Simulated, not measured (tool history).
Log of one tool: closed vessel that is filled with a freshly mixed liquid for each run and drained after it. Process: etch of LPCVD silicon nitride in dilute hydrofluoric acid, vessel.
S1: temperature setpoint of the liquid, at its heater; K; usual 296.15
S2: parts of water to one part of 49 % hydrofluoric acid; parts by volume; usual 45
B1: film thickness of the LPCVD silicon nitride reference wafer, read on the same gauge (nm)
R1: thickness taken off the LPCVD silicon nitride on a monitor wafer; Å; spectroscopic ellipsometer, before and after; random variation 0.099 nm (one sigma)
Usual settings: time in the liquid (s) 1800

{"run": 1, "hour": 0.0, "S1": 296.15, "S2": 40, "time in the liquid (s)": 1800, "B1": 90.01, "R1": 182.3}
{"run": 2, "hour": 44.5, "S1": 296.15, "S2": 45, "time in the liquid (s)": 1800, "B1": 90.02, "R1": 162.3}
{"run": 3, "hour": 86.2, "S1": 296.15, "S2": 45, "time in the liquid (s)": 1800, "B1": 90, "R1": 161.8}
{"run": 4, "hour": 154.0, "S1": 296.15, "S2": 45, "time in the liquid (s)": 1800, "B1": 89.99, "R1": 163.8}
{"run": 5, "hour": 182.9, "S1": 296.15, "S2": 45, "time in the liquid (s)": 1800, "B1": 90.01, "R1": 162}
{"run": 6, "hour": 227.0, "S1": 296.15, "S2": 45, "time in the liquid (s)": 1800, "B1": 90.03, "R1": 160.9}
{"run": 7, "hour": 270.6, "S1": 296.15, "S2": 45, "time in the liquid (s)": 1800, "B1": 90, "R1": 161}
{"run": 8, "hour": 331.4, "S1": 296.15, "S2": 45, "time in the liquid (s)": 1800, "B1": 90.01, "R1": 158.1}
{"hour": 371.6, "done": "hydrofluoric acid flow meter replaced"}
{"run": 9, "hour": 403.4, "S1": 296.15, "S2": 45, "time in the liquid (s)": 1800, "B1": 90, "R1": 171.3}
{"run": 10, "hour": 469.2, "S1": 296.15, "S2": 45, "time in the liquid (s)": 1800, "B1": 89.99, "R1": 169.8}
{"run": 11, "hour": 514.2, "S1": 294.65, "S2": 45, "time in the liquid (s)": 1800, "B1": 90, "R1": 153.3}
{"run": 12, "hour": 695.5, "S1": 294.65, "S2": 45, "time in the liquid (s)": 1800, "B1": 89.97, "R1": 152}
{"run": 13, "hour": 759.5, "S1": 294.65, "S2": 45, "time in the liquid (s)": 1800, "B1": 89.99, "R1": 151.2}
{"run": 14, "hour": 816.7, "S1": 296.15, "S2": 45, "time in the liquid (s)": 1800, "B1": 90, "R1": 166.6}
{"run": 15, "hour": 879.1, "S1": 296.15, "S2": 60, "time in the liquid (s)": 2755, "B1": 89.98, "R1": 192.2}
{"run": 16, "hour": 930.7, "S1": 296.15, "S2": 45, "time in the liquid (s)": 1800, "B1": 90.01, "R1": 164.8}
{"run": 17, "hour": 967.5, "S1": 296.15, "S2": 35, "time in the liquid (s)": 1800, "B1": 90.01, "R1": 207.5}
{"run": 18, "hour": 1166.2, "S1": 296.15, "S2": 45, "time in the liquid (s)": 1800, "B1": 90.02, "R1": 162.8}
{"run": 19, "hour": 1200.8, "S1": 296.15, "S2": 30, "time in the liquid (s)": 1800, "B1": 89.98, "R1": 238.7}
{"run": 20, "hour": 1257.2, "S1": 293.15, "S2": 25, "time in the liquid (s)": 1470, "B1": 90, "R1": 187.6}
{"hour": 1275.8, "done": "gauge calibrated"}
{"run": 21, "hour": 1327.9, "S1": 299.65, "S2": 55, "time in the liquid (s)": 2685, "B1": 90, "R1": 248.3}
{"hour": 1352.3, "done": "thermometer replaced"}
{"run": 22, "hour": 1355.7, "S1": 296.15, "S2": 55, "time in the liquid (s)": 1800, "B1": 90.02, "R1": 131.6}
{"hour": 1363.0, "done": "hydrofluoric acid flow meter replaced"}
{"run": 23, "hour": 1403.8, "S1": 296.15, "S2": 45, "time in the liquid (s)": 1800, "B1": 90, "R1": 170.9}
{"run": 24, "hour": 1450.4, "S1": 294.65, "S2": 45, "time in the liquid (s)": 1800, "B1": 90.01, "R1": 154}
{"run": 25, "hour": 1522.3, "S1": 293.15, "S2": 35, "time in the liquid (s)": 2735, "B1": 90.01, "R1": 268.1}
{"run": 26, "hour": 1585.9, "S1": 300.15, "S2": 45, "time in the liquid (s)": 2095, "B1": 89.98, "R1": 256.7}
{"run": 27, "hour": 1613.7, "S1": 294.65, "S2": 45, "time in the liquid (s)": 1800, "B1": 90, "R1": 151.5}
{"run": 28, "hour": 1676.6, "S1": 296.15, "S2": 45, "time in the liquid (s)": 2700, "B1": 89.98, "R1": 250.2}
{"run": 29, "hour": 1710.1, "S1": 299.15, "S2": 60, "time in the liquid (s)": 1800, "B1": 89.98, "R1": 155.7}
{"run": 30, "hour": 1761.4, "S1": 296.15, "S2": 45, "time in the liquid (s)": 1800, "B1": 90, "R1": 169.5}
{"run": 31, "hour": 1796.5, "S1": 293.65, "S2": 25, "time in the liquid (s)": 2755, "B1": 90.02, "R1": 379.9}
{"run": 32, "hour": 1855.0, "S1": 296.15, "S2": 30, "time in the liquid (s)": 2670, "B1": 90.01, "R1": 367.5}

4 ways to go on from here, each from the tool as it stands after run 32. What would each give?
{"run": "A", "hour": 1856.1, "S1": 296.15, "S2": 45, "time in the liquid (s)": 1800, "B1": "?", "R1": "?"}
{"run": "B", "hour": 1856.1, "S1": 291.65, "S2": 35, "time in the liquid (s)": 2445, "B1": "?", "R1": "?"}
{"run": "C", "hour": 1856.1, "S1": 294.65, "S2": 30, "time in the liquid (s)": 1800, "B1": "?", "R1": "?"}
{"run": "D", "hour": 1856.1, "S1": 296.15, "S2": 45, "time in the liquid (s)": 1075, "B1": "?", "R1": "?"}

run=A B1=90.02 R1=165.9
run=B B1=90.02 R1=210.5
run=C B1=90.02 R1=221.8
run=D B1=90.02 R1=99.1
Without the tool's hidden state the same runs would have given:
run=A R1=170.8
run=B R1=216.6
run=C R1=228.2
run=D R1=102
